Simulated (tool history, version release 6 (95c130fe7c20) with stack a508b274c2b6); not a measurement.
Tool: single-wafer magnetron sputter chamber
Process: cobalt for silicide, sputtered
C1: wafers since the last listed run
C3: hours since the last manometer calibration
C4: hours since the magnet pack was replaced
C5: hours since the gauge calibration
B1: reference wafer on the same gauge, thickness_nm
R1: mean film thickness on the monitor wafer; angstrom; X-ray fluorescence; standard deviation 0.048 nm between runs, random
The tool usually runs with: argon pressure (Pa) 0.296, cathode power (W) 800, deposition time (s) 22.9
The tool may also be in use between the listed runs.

{"run": 1, "hour": 0.0, "argon pressure (Pa)": 0.296, "cathode power (W)": 700, "deposition time (s)": 22.9, "C1": 0, "wafers on the sputter target": 2856, "C3": 2478.4, "C4": 9318.7, "C5": 75.0, "B1": 7.327, "R1": 78.55}
{"run": 2, "hour": 10.7, "argon pressure (Pa)": 0.296, "cathode power (W)": 700, "deposition time (s)": 22.9, "C1": 233, "wafers on the sputter target": 3089, "C3": 2489.1, "C4": 9329.4, "C5": 85.7, "B1": 7.329, "R1": 79.3}
{"run": 3, "hour": 27.8, "argon pressure (Pa)": 0.296, "cathode power (W)": 700, "deposition time (s)": 22.9, "C1": 373, "wafers on the sputter target": 3462, "C3": 2506.2, "C4": 9346.5, "C5": 102.8, "B1": 7.327, "R1": 78.32}
{"run": 4, "hour": 38.9, "argon pressure (Pa)": 0.296, "cathode power (W)": 800, "deposition time (s)": 22.9, "C1": 242, "wafers on the sputter target": 3704, "C3": 2517.3, "C4": 9357.6, "C5": 113.9, "B1": 7.314, "R1": 88.0}
{"run": 5, "hour": 54.8, "argon pressure (Pa)": 0.296, "cathode power (W)": 800, "deposition time (s)": 22.9, "C1": 346, "wafers on the sputter target": 4051, "C3": 2533.2, "C4": 9373.5, "C5": 129.8, "B1": 7.337, "R1": 86.86}
{"run": 6, "hour": 61.1, "argon pressure (Pa)": 0.296, "cathode power (W)": 800, "deposition time (s)": 22.9, "C1": 137, "wafers on the sputter target": 4189, "C3": 2539.5, "C4": 9379.8, "C5": 136.1, "B1": 7.317, "R1": 86.96}
{"run": 7, "hour": 67.7, "argon pressure (Pa)": 0.296, "cathode power (W)": 800, "deposition time (s)": 22.9, "C1": 143, "wafers on the sputter target": 4333, "C3": 2546.1, "C4": 9386.4, "C5": 142.7, "B1": 7.335, "R1": 87.23}
{"run": 8, "hour": 81.5, "argon pressure (Pa)": 0.296, "cathode power (W)": 800, "deposition time (s)": 22.9, "C1": 301, "wafers on the sputter target": 4634, "C3": 2559.9, "C4": 9400.2, "C5": 156.5, "B1": 7.33, "R1": 86.72}
{"hour": 90.0, "done": "capacitance manometer re-zeroed and calibrated"}
{"run": 9, "hour": 90.5, "argon pressure (Pa)": 0.296, "cathode power (W)": 800, "deposition time (s)": 22.9, "C1": 21, "wafers on the sputter target": 4656, "C3": 0.5, "C4": 9409.2, "C5": 165.5, "B1": 7.322, "R1": 85.8}
{"run": 10, "hour": 105.1, "argon pressure (Pa)": 0.238, "cathode power (W)": 800, "deposition time (s)": 21.7, "C1": 318, "wafers on the sputter target": 4974, "C3": 15.1, "C4": 9423.8, "C5": 180.1, "B1": 7.337, "R1": 84.11}
{"hour": 107.9, "done": "gauge calibrated"}
{"run": 11, "hour": 117.8, "argon pressure (Pa)": 0.296, "cathode power (W)": 850, "deposition time (s)": 27.0, "C1": 277, "wafers on the sputter target": 5251, "C3": 27.8, "C4": 9436.5, "C5": 9.9, "B1": 7.308, "R1": 106.52}
{"run": 12, "hour": 124.2, "argon pressure (Pa)": 0.203, "cathode power (W)": 800, "deposition time (s)": 26.8, "C1": 139, "wafers on the sputter target": 5391, "C3": 34.2, "C4": 9442.9, "C5": 16.3, "B1": 7.329, "R1": 104.43}
{"hour": 135.3, "done": "sputter target and shields replaced"}
{"run": 13, "hour": 138.3, "argon pressure (Pa)": 0.329, "cathode power (W)": 950, "deposition time (s)": 27.3, "C1": 133, "wafers on the sputter target": 65, "C3": 48.3, "C4": 9457.0, "C5": 30.4, "B1": 7.343, "R1": 121.89}
{"run": 14, "hour": 176.3, "argon pressure (Pa)": 0.252, "cathode power (W)": 700, "deposition time (s)": 18.6, "C1": 829, "wafers on the sputter target": 894, "C3": 86.3, "C4": 9495.0, "C5": 68.4, "B1": 7.321, "R1": 66.4}
{"run": 15, "hour": 184.9, "argon pressure (Pa)": 0.263, "cathode power (W)": 950, "deposition time (s)": 18.4, "C1": 187, "wafers on the sputter target": 1082, "C3": 94.9, "C4": 9503.6, "C5": 77.0, "B1": 7.335, "R1": 84.73}
{"hour": 193.8, "done": "magnet pack replaced"}
{"run": 16, "hour": 200.2, "argon pressure (Pa)": 0.296, "cathode power (W)": 800, "deposition time (s)": 22.9, "C1": 159, "wafers on the sputter target": 1241, "C3": 110.2, "C4": 6.4, "C5": 92.3, "B1": 7.346, "R1": 90.77}
{"run": 17, "hour": 210.5, "argon pressure (Pa)": 0.209, "cathode power (W)": 650, "deposition time (s)": 22.9, "C1": 224, "wafers on the sputter target": 1465, "C3": 120.5, "C4": 16.7, "C5": 102.6, "B1": 7.324, "R1": 78.15}
{"run": 18, "hour": 264.2, "argon pressure (Pa)": 0.296, "cathode power (W)": 800, "deposition time (s)": 22.9, "C1": 1171, "wafers on the sputter target": 2637, "C3": 174.2, "C4": 70.4, "C5": 156.3, "B1": 7.326, "R1": 88.99}
{"run": 19, "hour": 271.2, "argon pressure (Pa)": 0.296, "cathode power (W)": 800, "deposition time (s)": 19.6, "C1": 152, "wafers on the sputter target": 2790, "C3": 181.2, "C4": 77.4, "C5": 163.3, "B1": 7.341, "R1": 76.1}

Below are 5 alternative next runs, each starting from the tool's condition after run 19. Predict each:
{"run": "A", "hour": 271.6, "argon pressure (Pa)": 0.296, "cathode power (W)": 800, "deposition time (s)": 22.9, "C1": 8, "wafers on the sputter target": 2798, "C3": 181.6, "C4": 77.8, "C5": 163.7, "B1": "?", "R1": "?"}
{"run": "B", "hour": 271.6, "argon pressure (Pa)": 0.342, "cathode power (W)": 800, "deposition time (s)": 24.3, "C1": 8, "wafers on the sputter target": 2798, "C3": 181.6, "C4": 77.8, "C5": 163.7, "B1": "?", "R1": "?"}
{"run": "C", "hour": 271.6, "argon pressure (Pa)": 0.296, "cathode power (W)": 750, "deposition time (s)": 22.9, "C1": 8, "wafers on the sputter target": 2798, "C3": 181.6, "C4": 77.8, "C5": 163.7, "B1": "?", "R1": "?"}
{"run": "D", "hour": 271.6, "argon pressure (Pa)": 0.296, "cathode power (W)": 800, "deposition time (s)": 26.8, "C1": 8, "wafers on the sputter target": 2798, "C3": 181.6, "C4": 77.8, "C5": 163.7, "B1": "?", "R1": "?"}
{"run": "E", "hour": 271.6, "argon pressure (Pa)": 0.342, "cathode power (W)": 600, "deposition time (s)": 26.2, "C1": 8, "wafers on the sputter target": 2798, "C3": 181.6, "C4": 77.8, "C5": 163.7, "B1": "?", "R1": "?"}

run=A B1=7.332 R1=87.74
run=B B1=7.332 R1=91.14
run=C B1=7.332 R1=82.89
run=D B1=7.332 R1=102.68
run=E B1=7.332 R1=76.54
Without the tool's unlogged condition, the same runs would have read:
run=A R1=89.21
run=B R1=92.67
run=C R1=84.27
run=D R1=104.40
run=E R1=77.82

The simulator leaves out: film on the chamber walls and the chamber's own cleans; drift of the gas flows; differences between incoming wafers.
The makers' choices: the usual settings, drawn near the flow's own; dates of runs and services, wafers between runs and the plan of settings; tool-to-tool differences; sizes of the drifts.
